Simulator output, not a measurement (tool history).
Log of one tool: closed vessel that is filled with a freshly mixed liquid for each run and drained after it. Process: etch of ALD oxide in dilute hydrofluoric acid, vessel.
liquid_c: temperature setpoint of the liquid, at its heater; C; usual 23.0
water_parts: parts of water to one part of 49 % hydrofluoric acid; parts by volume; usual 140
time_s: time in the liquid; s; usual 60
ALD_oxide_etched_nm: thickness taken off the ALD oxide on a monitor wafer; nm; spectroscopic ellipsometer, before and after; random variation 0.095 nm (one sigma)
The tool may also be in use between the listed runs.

run    hour  liquid_c  water_parts  time_s  read-back film thickness of the ALD oxide reference wafer, read on the same gauge (nm)  ALD_oxide_etched_nm
  1     0.0      23.0          140      60                                                                                  113.95                12.29
  2    57.8      23.0          140      60                                                                                  114.06                12.20
  3   100.7      23.0          140      60                                                                                  114.16                12.37
  4   130.8      23.0          170      50                                                                                  114.21                 8.17
  5   183.7      23.0          170      50                                                                                  114.25                 8.22
  6   217.3      20.0          115      60                                                                                  114.31                13.73
  7   257.9      20.0          115      60                                                                                  114.33                13.68
  8   300.3      23.0          115      60                                                                                  114.42                15.51
  9   340.3      23.0          115      60                                                                                  114.47                15.59
 10   381.5      23.0          115      60                                                                                  114.54                15.36
 11   408.8      23.0          140      70                                                                                  114.53                14.42
 12   433.6      23.0          140      70                                                                                  114.50                14.46
      458.6  -- gauge calibrated
      468.9  -- hydrofluoric acid flow meter replaced
 13   482.0      23.0          140      70                                                                                  110.54                14.06
 14   552.7      27.5           80      60                                                                                  111.40                26.85
      611.9  -- thermometer replaced
 15   616.4      24.5          190      30                                                                                  112.02                 4.46
 16   744.0      20.5          140      60                                                                                  112.93                11.12
 17   807.6      23.0          140      30                                                                                  113.35                 6.11
 18   875.9      27.5          140      60                                                                                  113.72                14.59
 19   932.0      23.0          140      60                                                                                  113.93                12.26
 20   991.3      23.0          140      35                                                                                  114.09                 7.16
 21  1053.0      28.0          175      60                                                                                  114.33                11.45
 22  1087.9      23.0          140      60                                                                                  114.43                12.28
 23  1142.6      23.0           70      90                                                                                  114.58                40.55
 24  1168.3      23.0           70      90                                                                                  114.57                40.42
 25  1224.8      23.0          140      60                                                                                  114.68                12.32
 26  1263.1      23.0          140      45                                                                                  114.79                 9.36

Forecast each of these 4 alternatives for the next run:
  A  1263.8      23.0          140      60                                                                                       ?                    ?
  B  1263.8      23.0          140      40                                                                                       ?                    ?
  C  1263.8      18.5          200      30                                                                                       ?                    ?
  D  1263.8      26.0          140      45                                                                                       ?                    ?

run  read-back film thickness of the ALD oxide reference wafer, read on the same gauge (nm)  ALD_oxide_etched_nm
  A                                                                                  114.75                12.23
  B                                                                                  114.75                 8.15
  C                                                                                  114.75                 3.37
  D                                                                                  114.75                10.29
Without the tool's hidden state the same runs would have given:
run  ALD_oxide_etched_nm
  A                11.72
  B                 7.81
  C                 3.23
  D                 9.86
